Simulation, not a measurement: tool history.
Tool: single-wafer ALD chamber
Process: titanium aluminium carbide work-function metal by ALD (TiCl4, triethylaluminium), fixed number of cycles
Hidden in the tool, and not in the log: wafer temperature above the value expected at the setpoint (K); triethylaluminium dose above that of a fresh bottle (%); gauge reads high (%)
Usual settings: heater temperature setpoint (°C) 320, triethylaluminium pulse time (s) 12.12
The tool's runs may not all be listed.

run,hour,heater temperature setpoint (°C),triethylaluminium pulse time (s),wafers since the last listed run,hours since the last thermocouple change,hours since the last triethylaluminium bottle change,hours since the showerhead was replaced,hours since the gauge calibration,"read-back reference wafer on the same gauge, thickness_nm",mean film thickness on the monitor wafer (nm)
1,0.0,320,12.12,0,684.5,1562.2,6882.3,233.7,1.870,2.234
2,22.3,320,12.12,158,706.8,1584.5,6904.6,256.0,1.870,2.237
3,44.8,320,12.12,160,729.3,1607.0,6927.1,278.5,1.871,2.246
4,80.1,320,12.12,251,764.6,1642.3,6962.4,313.8,1.870,2.238
5,94.9,320,12.12,105,779.4,1657.1,6977.2,328.6,1.870,2.235
6,121.2,310,9.15,187,805.7,1683.4,7003.5,354.9,1.869,2.062
7,133.2,310,9.15,85,817.7,1695.4,7015.5,366.9,1.869,2.075
8,160.3,310,9.15,192,844.8,1722.5,7042.6,394.0,1.870,2.064
9,194.9,320,15.30,246,879.4,1757.1,7077.2,428.6,1.870,2.278
10,230.0,320,15.30,249,914.5,1792.2,7112.3,463.7,1.870,2.283
11,246.2,313,10.36,115,930.7,1808.4,7128.5,479.9,1.870,2.126
12,280.2,313,10.36,241,964.7,1842.4,7162.5,513.9,1.871,2.119
13,304.9,306,15.43,175,989.4,1867.1,7187.2,538.6,1.868,2.163
# hour 330.7: thermocouple changed; heater temperature recalibrated
# hour 333.2: triethylaluminium bottle replaced
14,333.7,320,12.12,130,3.0,0.5,7216.0,567.4,1.871,2.153
15,348.2,324,14.91,103,17.5,15.0,7230.5,581.9,1.870,2.260
16,384.0,333,14.15,254,53.3,50.8,7266.3,617.7,1.870,2.299
# hour 394.9: showerhead replaced
# hour 400.3: gauge calibrated
17,414.0,320,12.12,156,83.3,80.8,19.1,13.7,1.870,2.151
18,427.4,320,12.12,95,96.7,94.2,32.5,27.1,1.870,2.143
19,443.9,320,12.12,117,113.2,110.7,49.0,43.6,1.870,2.138
# hour 465.9: triethylaluminium bottle replaced, repeated, since the last time left the tool worse
20,466.4,326,13.56,103,135.7,0.5,71.5,66.1,1.871,2.352

Forecast run 21:
21,495.6,320,12.12,207,164.9,29.7,100.7,95.3,?,?

Run 21 gave read-back reference wafer on the same gauge, thickness_nm 1.871, mean film thickness on the monitor wafer (nm) 2.296.
Without the tool's hidden state the same run would have given mean film thickness on the monitor wafer (nm) 2.298.
